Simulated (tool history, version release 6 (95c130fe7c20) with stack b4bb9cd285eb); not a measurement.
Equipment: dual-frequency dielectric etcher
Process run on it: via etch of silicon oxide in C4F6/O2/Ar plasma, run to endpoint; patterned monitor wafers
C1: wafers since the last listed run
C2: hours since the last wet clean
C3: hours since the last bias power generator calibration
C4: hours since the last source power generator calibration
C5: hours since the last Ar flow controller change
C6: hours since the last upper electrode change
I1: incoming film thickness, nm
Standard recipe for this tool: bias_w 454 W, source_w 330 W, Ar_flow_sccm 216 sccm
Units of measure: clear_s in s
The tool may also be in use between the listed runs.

Run 1, hour 0.0: usual settings; C1 0; C2 87.2; C3 3823.9; C4 1427.3; C5 1524.8; C6 4508.8; I1 95.4. Result: clear_s 21.6 s.
Run 2, hour 22.4: usual settings but source_w 270 W; C1 409; C2 109.6; C3 3846.3; C4 1449.7; C5 1547.2; C6 4531.2; I1 97.3. Result: clear_s 23.5 s.
At hour 60.1: upper electrode replaced.
Run 3, hour 60.6: usual settings; C1 259; C2 147.8; C3 3884.5; C4 1487.9; C5 1585.4; C6 0.5; I1 97.0. Result: clear_s 22.0 s.
Run 4, hour 72.6: usual settings but source_w 390 W; C1 219; C2 159.8; C3 3896.5; C4 1499.9; C5 1597.4; C6 12.5; I1 95.7. Result: clear_s 20.4 s.
At hour 100.0: wet clean of the chamber, repeated, since the last time left the tool worse.
Run 5, hour 100.5: usual settings but source_w 350 W, Ar_flow_sccm 197 sccm; C1 71; C2 0.5; C3 3924.4; C4 1527.8; C5 1625.3; C6 40.4; I1 97.0. Result: clear_s 22.4 s.
Run 6, hour 110.2: usual settings but source_w 350 W, Ar_flow_sccm 197 sccm; C1 177; C2 10.2; C3 3934.1; C4 1537.5; C5 1635.0; C6 50.1; I1 96.9. Result: clear_s 22.6 s.
Run 7, hour 165.0: usual settings but source_w 350 W, Ar_flow_sccm 197 sccm; C1 1000; C2 65.0; C3 3988.9; C4 1592.3; C5 1689.8; C6 104.9; I1 96.5. Result: clear_s 22.4 s.
Run 8, hour 187.7: usual settings but bias_w 385 W; C1 414; C2 87.7; C3 4011.6; C4 1615.0; C5 1712.5; C6 127.6; I1 96.8. Result: clear_s 24.8 s.
Run 9, hour 201.8: usual settings but source_w 350 W, Ar_flow_sccm 197 sccm; C1 257; C2 101.8; C3 4025.7; C4 1629.1; C5 1726.6; C6 141.7; I1 97.1. Result: clear_s 22.4 s.
Run 10, hour 236.1: usual settings but bias_w 515 W, source_w 350 W; C1 626; C2 136.1; C3 4060.0; C4 1663.4; C5 1760.9; C6 176.0; I1 96.2. Result: clear_s 21.4 s.
At hour 252.7: Ar flow controller replaced.
Run 11, hour 253.2: usual settings but bias_w 378 W, source_w 410 W, Ar_flow_sccm 233 sccm; C1 202; C2 153.2; C3 4077.1; C4 1680.5; C5 0.5; C6 193.1; I1 96.8. Result: clear_s 23.3 s.
Run 12, hour 264.5: usual settings but bias_w 385 W, source_w 370 W, Ar_flow_sccm 172 sccm; C1 206; C2 164.5; C3 4088.4; C4 1691.8; C5 11.8; C6 204.4; I1 96.4. Result: clear_s 23.1 s.
Run 13, hour 294.7: usual settings but bias_w 533 W, source_w 390 W; C1 551; C2 194.7; C3 4118.6; C4 1722.0; C5 42.0; C6 234.6; I1 96.4. Result: clear_s 20.1 s.
At hour 301.4: bias power generator calibrated.
Run 14, hour 319.8: usual settings; C1 385; C2 219.8; C3 18.4; C4 1747.1; C5 67.1; C6 259.7; I1 96.2. Result: clear_s 22.8 s.
Run 15, hour 343.4: usual settings but Ar_flow_sccm 241 sccm; C1 431; C2 243.4; C3 42.0; C4 1770.7; C5 90.7; C6 283.3; I1 96.6. Result: clear_s 23.5 s.
At hour 369.5: source power generator calibrated.
Run 16, hour 379.0: usual settings but bias_w 508 W, source_w 310 W, Ar_flow_sccm 250 sccm; C1 577; C2 279.0; C3 77.6; C4 9.5; C5 126.3; C6 318.9; I1 96.7. Result: clear_s 22.8 s.
Run 17, hour 400.7: usual settings but bias_w 368 W, source_w 360 W, Ar_flow_sccm 239 sccm; C1 396; C2 300.7; C3 99.3; C4 31.2; C5 148.0; C6 340.6; I1 96.8. Result: clear_s 24.5 s.
Run 18, hour 435.2: usual settings but bias_w 538 W, Ar_flow_sccm 261 sccm; C1 630; C2 335.2; C3 133.8; C4 65.7; C5 182.5; C6 375.1; I1 95.9. Result: clear_s 21.5 s.
Run 19, hour 456.7: usual settings but bias_w 529 W, source_w 270 W; C1 392; C2 356.7; C3 155.3; C4 87.2; C5 204.0; C6 396.6; I1 97.1. Result: clear_s 23.0 s.
Run 20, hour 481.4: usual settings but bias_w 341 W, Ar_flow_sccm 251 sccm; C1 451; C2 381.4; C3 180.0; C4 111.9; C5 228.7; C6 421.3; I1 96.7. Result: clear_s 26.4 s.
Run 21, hour 502.0: usual settings but bias_w 508 W, source_w 310 W, Ar_flow_sccm 250 sccm; C1 376; C2 402.0; C3 200.6; C4 132.5; C5 249.3; C6 441.9; I1 96.3. Result: clear_s 22.4 s.
Run 22, hour 532.1: usual settings but source_w 260 W, Ar_flow_sccm 262 sccm; C1 549; C2 432.1; C3 230.7; C4 162.6; C5 279.4; C6 472.0; I1 96.9. Result: clear_s 25.4 s.
Run 23, hour 552.5: usual settings but bias_w 493 W, source_w 350 W, Ar_flow_sccm 163 sccm; C1 372; C2 452.5; C3 251.1; C4 183.0; C5 299.8; C6 492.4; I1 96.6. Result: clear_s 20.7 s.
Run 24, hour 582.5: usual settings but Ar_flow_sccm 244 sccm; C1 547; C2 482.5; C3 281.1; C4 213.0; C5 329.8; C6 522.4; I1 96.8. Result: clear_s 23.0 s.
At hour 616.6: wet clean of the chamber.
Run 25, hour 654.4: usual settings but source_w 260 W; C1 874; C2 37.8; C3 353.0; C4 284.9; C5 401.7; C6 594.3; I1 97.1. Result: clear_s 25.5 s.
Run 26, hour 682.2: usual settings but bias_w 534 W, source_w 300 W, Ar_flow_sccm 257 sccm; C1 507; C2 65.6; C3 380.8; C4 312.7; C5 429.5; C6 622.1; I1 97.0. Result: clear_s 22.9 s.
Run 27, hour 705.1: usual settings but Ar_flow_sccm 191 sccm; C1 418; C2 88.5; C3 403.7; C4 335.6; C5 452.4; C6 645.0; I1 97.3. Result: clear_s 22.9 s.
Run 28, hour 737.3: usual settings but bias_w 370 W, source_w 350 W, Ar_flow_sccm 241 sccm; C1 588; C2 120.7; C3 435.9; C4 367.8; C5 484.6; C6 677.2; I1 95.7. Result: clear_s 24.8 s.
Run 29, hour 753.4: usual settings but source_w 380 W; C1 294; C2 136.8; C3 452.0; C4 383.9; C5 500.7; C6 693.3; I1 96.1. Result: clear_s 21.7 s.

For each run, what was the tool's unlogged condition?
bias power that arrives over what is set, %: 0 across all the runs
source power that arrives over what is set, %: 0 across all the runs
Ar flow that arrives over what is set, %: 0 across all the runs
H1: etch rate over this chamber's usual, %
run      H1
  1    6.36
  2    6.49
  3    6.71
  4    6.77
  5  -0.254
  6  -0.199
  7   0.113
  8   0.242
  9   0.322
 10   0.517
 11   0.615
 12   0.679
 13   0.851
 14   0.994
 15    1.13
 16    1.33
 17    1.45
 18    1.65
 19    1.77
 20    1.91
 21    2.03
 22     2.2
 23    2.32
 24    2.49
 25  -0.146
 26   0.012
 27   0.142
 28   0.326
 29   0.417
